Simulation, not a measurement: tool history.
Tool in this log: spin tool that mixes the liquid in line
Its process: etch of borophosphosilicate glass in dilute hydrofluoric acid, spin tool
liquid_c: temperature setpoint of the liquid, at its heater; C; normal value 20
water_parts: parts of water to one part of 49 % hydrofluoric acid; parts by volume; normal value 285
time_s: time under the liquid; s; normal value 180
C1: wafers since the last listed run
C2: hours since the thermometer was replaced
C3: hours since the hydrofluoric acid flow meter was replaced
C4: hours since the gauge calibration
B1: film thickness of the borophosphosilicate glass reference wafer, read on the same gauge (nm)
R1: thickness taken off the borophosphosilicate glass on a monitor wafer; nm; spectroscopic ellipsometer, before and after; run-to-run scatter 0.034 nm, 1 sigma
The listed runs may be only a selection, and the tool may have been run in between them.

run 1 hour=0 | liquid_c=20 water_parts=285 time_s=180 | C1=0 C2=2638.9 C3=2120.8 C4=195.9 | B1=89.99 | R1=15.9
run 2 hour=12.2 | liquid_c=20 water_parts=285 time_s=180 | C1=122 C2=2651.1 C3=2133 C4=208.1 | B1=89.99 | R1=15.9
run 3 hour=25.2 | liquid_c=20 water_parts=285 time_s=180 | C1=130 C2=2664.1 C3=2146 C4=221.1 | B1=89.99 | R1=15.89
run 4 hour=42.3 | liquid_c=20 water_parts=285 time_s=180 | C1=171 C2=2681.2 C3=2163.1 C4=238.2 | B1=90 | R1=16.02
run 5 hour=50.3 | liquid_c=20 water_parts=285 time_s=180 | C1=80 C2=2689.2 C3=2171.1 C4=246.2 | B1=90.02 | R1=15.94
run 6 hour=62.3 | liquid_c=20 water_parts=285 time_s=180 | C1=120 C2=2701.2 C3=2183.1 C4=258.2 | B1=90.02 | R1=16
run 7 hour=74.1 | liquid_c=20 water_parts=285 time_s=180 | C1=118 C2=2713 C3=2194.9 C4=270 | B1=89.98 | R1=16.05
run 8 hour=84.3 | liquid_c=20 water_parts=285 time_s=180 | C1=102 C2=2723.2 C3=2205.1 C4=280.2 | B1=89.99 | R1=16.07
run 9 hour=96.6 | liquid_c=20 water_parts=285 time_s=180 | C1=123 C2=2735.5 C3=2217.4 C4=292.5 | B1=90 | R1=16.01
run 10 hour=108.2 | liquid_c=20 water_parts=285 time_s=180 | C1=116 C2=2747.1 C3=2229 C4=304.1 | B1=90 | R1=16.11
-- hour=123.7 hydrofluoric acid flow meter replaced
run 11 hour=124.6 | liquid_c=18.5 water_parts=285 time_s=180 | C1=154 C2=2763.5 C3=0.9 C4=320.5 | B1=90.01 | R1=13.58
run 12 hour=136 | liquid_c=18.5 water_parts=285 time_s=180 | C1=114 C2=2774.9 C3=12.3 C4=331.9 | B1=89.99 | R1=13.58
run 13 hour=153.9 | liquid_c=18.5 water_parts=285 time_s=180 | C1=179 C2=2792.8 C3=30.2 C4=349.8 | B1=89.98 | R1=13.58
run 14 hour=159.9 | liquid_c=21 water_parts=285 time_s=180 | C1=60 C2=2798.8 C3=36.2 C4=355.8 | B1=89.99 | R1=14.93
run 15 hour=199.2 | liquid_c=21 water_parts=285 time_s=180 | C1=393 C2=2838.1 C3=75.5 C4=395.1 | B1=90 | R1=14.93
-- hour=207.8 gauge calibrated
run 16 hour=210.3 | liquid_c=17 water_parts=375 time_s=265 | C1=111 C2=2849.2 C3=86.6 C4=2.5 | B1=89.98 | R1=13.4
run 17 hour=217.9 | liquid_c=21.5 water_parts=285 time_s=180 | C1=76 C2=2856.8 C3=94.2 C4=10.1 | B1=90.02 | R1=15.21
-- hour=234.6 thermometer replaced
run 18 hour=235.1 | liquid_c=20 water_parts=205 time_s=180 | C1=162 C2=0.5 C3=111.4 C4=27.3 | B1=90.01 | R1=19.91
run 19 hour=242.7 | liquid_c=24 water_parts=325 time_s=265 | C1=76 C2=8.1 C3=119 C4=34.9 | B1=89.99 | R1=19.04
run 20 hour=248.7 | liquid_c=20 water_parts=285 time_s=180 | C1=60 C2=14.1 C3=125 C4=40.9 | B1=90.02 | R1=13.32
run 21 hour=255 | liquid_c=23.5 water_parts=285 time_s=180 | C1=63 C2=20.4 C3=131.3 C4=47.2 | B1=90 | R1=15.04
run 22 hour=266.8 | liquid_c=18.5 water_parts=360 time_s=150 | C1=118 C2=32.2 C3=143.1 C4=59 | B1=90 | R1=7.81
run 23 hour=277 | liquid_c=20 water_parts=285 time_s=180 | C1=102 C2=42.4 C3=153.3 C4=69.2 | B1=90 | R1=13.26
run 24 hour=293 | liquid_c=17 water_parts=330 time_s=150 | C1=160 C2=58.4 C3=169.3 C4=85.2 | B1=90 | R1=8.22
run 25 hour=308.3 | liquid_c=18 water_parts=180 time_s=70 | C1=153 C2=73.7 C3=184.6 C4=100.5 | B1=90.03 | R1=8.42
run 26 hour=318.6 | liquid_c=20 water_parts=335 time_s=220 | C1=103 C2=84 C3=194.9 C4=110.8 | B1=89.98 | R1=13.29
run 27 hour=332.8 | liquid_c=20 water_parts=285 time_s=180 | C1=142 C2=98.2 C3=209.1 C4=125 | B1=90.04 | R1=13.37
run 28 hour=340.1 | liquid_c=23 water_parts=380 time_s=90 | C1=73 C2=105.5 C3=216.4 C4=132.3 | B1=90.02 | R1=5.12
run 29 hour=354.5 | liquid_c=20 water_parts=285 time_s=220 | C1=144 C2=119.9 C3=230.8 C4=146.7 | B1=90 | R1=16.41
run 30 hour=371.9 | liquid_c=20 water_parts=350 time_s=180 | C1=174 C2=137.3 C3=248.2 C4=164.1 | B1=89.99 | R1=10.35
run 31 hour=381.6 | liquid_c=17 water_parts=375 time_s=265 | C1=97 C2=147 C3=257.9 C4=173.8 | B1=89.99 | R1=12.46

Entry by entry between the runs, the difference in hidden state between the last listed run before and the first listed run after:
Runs 10 to 11: hydrofluoric acid flow meter replaced (hour 123.7)
  liquid hotter than its thermometer reads (K): 2.3 -> 2.32; hydrofluoric acid flow above the setpoint (%): 9.69 -> 0.205
  difference, measured minus the result without the unlogged condition, R1: +2.92 -> +1.15 nm
Runs 15 to 16: gauge calibrated (hour 207.8)
  liquid hotter than its thermometer reads (K): 2.38 -> 2.39; hydrofluoric acid flow above the setpoint (%): 0.528 -> 0.576
  difference, measured minus the result without the unlogged condition, R1: +1.31 -> +1.2 nm
Runs 17 to 18: thermometer replaced (hour 234.6)
  liquid hotter than its thermometer reads (K): 2.39 -> 0.0495; hydrofluoric acid flow above the setpoint (%): 0.609 -> 0.683
  difference, measured minus the result without the unlogged condition, R1: +1.35 -> +0.2 nm
